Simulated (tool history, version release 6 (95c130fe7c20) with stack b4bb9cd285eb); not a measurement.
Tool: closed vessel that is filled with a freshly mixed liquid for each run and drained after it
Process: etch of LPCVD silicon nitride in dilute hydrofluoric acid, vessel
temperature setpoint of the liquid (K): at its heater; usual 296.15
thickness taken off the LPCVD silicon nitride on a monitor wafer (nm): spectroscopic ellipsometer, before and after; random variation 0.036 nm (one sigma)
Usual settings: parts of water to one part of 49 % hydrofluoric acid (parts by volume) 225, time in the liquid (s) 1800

| run | hour | temperature setpoint of the liquid (K) | parts of water to one part of 49 % hydrofluoric acid (parts by volume) | time in the liquid (s) | read-back film thickness of the LPCVD silicon nitride reference wafer, read on the same gauge (nm) | thickness taken off the LPCVD silicon nitride on a monitor wafer (nm) |
|---|---|---|---|---|---|---|
| 1 | 0 | 294.15 | 295 | 1800 | 139.989 | 2.547 |
| 2 | 92.7 | 296.15 | 225 | 1800 | 139.949 | 3.77 |
| 3 | 192.8 | 296.15 | 140 | 1800 | 139.988 | 6.033 |
| 4 | 269.8 | 296.15 | 140 | 1800 | 140.031 | 6.003 |
|  | 316 | gauge calibrated |
|  | 355.1 | thermometer replaced |
| 5 | 373.5 | 296.15 | 140 | 1800 | 140.015 | 6.077 |
| 6 | 450.1 | 296.15 | 225 | 1800 | 139.981 | 3.755 |
|  | 491.5 | hydrofluoric acid flow meter replaced |
| 7 | 500.3 | 296.15 | 225 | 1800 | 139.993 | 3.848 |
| 8 | 570.1 | 296.15 | 275 | 1385 | 140.039 | 2.346 |
| 9 | 666.1 | 296.15 | 225 | 1800 | 140.024 | 3.729 |
| 10 | 737.3 | 296.15 | 225 | 1475 | 140.02 | 3.082 |
| 11 | 808.5 | 296.15 | 315 | 1800 | 139.976 | 2.695 |
|  | 826.1 | gauge calibrated |
| 12 | 874.8 | 296.15 | 225 | 1800 | 140.019 | 3.803 |
| 13 | 918 | 292.65 | 265 | 2825 | 140.054 | 4.023 |
| 14 | 990.3 | 300.15 | 295 | 2380 | 140.026 | 4.922 |

5 ways to go on from here, each from the tool as it stands after run 14. What would each give?
| A | 991.4 | 297.65 | 225 | 1800 | ? | ? |
| B | 991.4 | 291.15 | 135 | 1445 | ? | ? |
| C | 991.4 | 294.65 | 225 | 1800 | ? | ? |
| D | 991.4 | 293.65 | 225 | 805 | ? | ? |
| E | 991.4 | 296.15 | 225 | 1030 | ? | ? |

| run | read-back film thickness of the LPCVD silicon nitride reference wafer, read on the same gauge (nm) | thickness taken off the LPCVD silicon nitride on a monitor wafer (nm) |
|---|---|---|
| A | 139.995 | 4.135 |
| B | 139.995 | 3.577 |
| C | 139.995 | 3.42 |
| D | 139.995 | 1.434 |
| E | 139.995 | 2.153 |
Without the tool's hidden state the same runs would have given:
| run | thickness taken off the LPCVD silicon nitride on a monitor wafer (nm) |
|---|---|
| A | 4.135 |
| B | 3.577 |
| C | 3.42 |
| D | 1.434 |
| E | 2.153 |
